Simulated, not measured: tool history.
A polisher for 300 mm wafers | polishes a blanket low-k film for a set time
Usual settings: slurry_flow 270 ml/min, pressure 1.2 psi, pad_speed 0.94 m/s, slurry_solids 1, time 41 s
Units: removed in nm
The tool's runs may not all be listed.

run	hour	slurry_flow	pressure	pad_speed	slurry_solids	time	incoming thickness of the incoming film, nm	removed
1	0	270	1.2	0.94	1	41	606.5	8.8
2	67.2	270	1.2	0.94	1	41	607.5	8.8
3	136.5	270	1.2	0.94	1	41	606.1	8.6
4	182.1	270	1.2	0.94	0.9	35	612.6	7.5
5	230.1	270	1.2	0.94	1	41	616.6	9.2
6	260.1	300	1.2	0.94	1	41	611.6	9
7	290.1	270	1.2	0.86	0.75	28	603.4	4.8
8	327.5	270	1.2	0.94	1	41	605.5	8.8
9	384.5	270	1	0.82	1	41	610.2	7
10	439.7	210	1.2	1.12	0.9	41	602.8	8.9
11	491.2	270	1.2	0.94	1	41	610.2	8.8
12	539	270	1.1	0.94	0.9	45	603.2	9.1
13	593.9	270	1.2	1.2	1.1	48	614	13.5
14	641.1	270	1.2	0.94	1	41	613.4	8.9
15	701.4	270	0.9	0.76	1	53	598.7	8.1
16	747.1	270	1.2	0.94	1	41	617	8.7
17	782.6	270	1.2	0.94	1	41	611.2	8.6
18	815	355	1.5	0.94	1.25	46	616.5	12.5
19	853.5	270	1.5	0.94	1	41	607.1	9.6
20	890	320	1.4	0.78	1	41	612.6	8.1
21	919	270	1.2	1.24	1	30	607.2	8.2
22	976.6	270	1.2	0.94	1	41	596.1	8.8
23	1043.5	270	1.5	1.18	0.75	53	615.8	12.7
24	1076.3	270	1.5	0.94	1	41	619	9.9

Taken out of this log: 11 entries between the listed runs. Where each belongs, and how the hidden state differs across it:
Between runs 3 and 4: conditioning disc replaced and pad reconditioned (hour 166.2); worn pad replaced by a new one (hour 181.6)
  removal rate lost through wear of the pad, %: 8.2 -> 0.221; deviation of the head's pressure from its setpoint, %: -3.42 -> -4.01
  measured less the result without the state, removed: -0.9 -> -0.2 nm
Between runs 4 and 5: slurry nozzle cleaned (hour 213)
  removal rate lost through wear of the pad, %: 0.221 -> 1.25; deviation of the head's pressure from its setpoint, %: -4.01 -> -4.64
  measured less the result without the state, removed: -0.2 -> -0.4 nm
Between runs 9 and 10: slurry blender recalibrated (hour 416.5)
  removal rate lost through wear of the pad, %: 4.54 -> 5.72; deviation of the head's pressure from its setpoint, %: -6.67 -> -7.39
  measured less the result without the state, removed: -0.6 -> -1 nm
Between runs 10 and 11: head pressure recalibrated (hour 472.4)
  removal rate lost through wear of the pad, %: 5.72 -> 6.82; deviation of the head's pressure from its setpoint, %: -7.39 -> -1.98
  measured less the result without the state, removed: -1 -> -0.7 nm
Between runs 11 and 12: worn pad replaced by a new one (hour 536.7)
  removal rate lost through wear of the pad, %: 6.82 -> 0.779; deviation of the head's pressure from its setpoint, %: -1.98 -> -2.61
  measured less the result without the state, removed: -0.7 -> -0.2 nm
Between runs 13 and 14: conditioning disc replaced and pad reconditioned (hour 610.5)
  removal rate lost through wear of the pad, %: 1.95 -> 2.96; deviation of the head's pressure from its setpoint, %: -3.33 -> -3.95
  measured less the result without the state, removed: -0.6 -> -0.5 nm
Between runs 18 and 19: slurry blender recalibrated (hour 845.1)
  removal rate lost through wear of the pad, %: 6.67 -> 7.49; deviation of the head's pressure from its setpoint, %: -6.23 -> -6.74
  measured less the result without the state, removed: -1.4 -> -1.2 nm
Between runs 20 and 21: worn pad replaced by a new one (hour 918.5)
  removal rate lost through wear of the pad, %: 8.27 -> 0.613; deviation of the head's pressure from its setpoint, %: -7.21 -> -7.59
  measured less the result without the state, removed: -1.1 -> -0.4 nm
Between runs 21 and 22: conditioning disc replaced and pad reconditioned (hour 954.4)
  removal rate lost through wear of the pad, %: 0.613 -> 1.84; deviation of the head's pressure from its setpoint, %: -7.59 -> -8.35
  measured less the result without the state, removed: -0.4 -> -0.7 nm
Between runs 22 and 23: slurry nozzle cleaned (hour 1041.4)
  removal rate lost through wear of the pad, %: 1.84 -> 3.27; deviation of the head's pressure from its setpoint, %: -8.35 -> -9.23
  measured less the result without the state, removed: -0.7 -> -1.2 nm
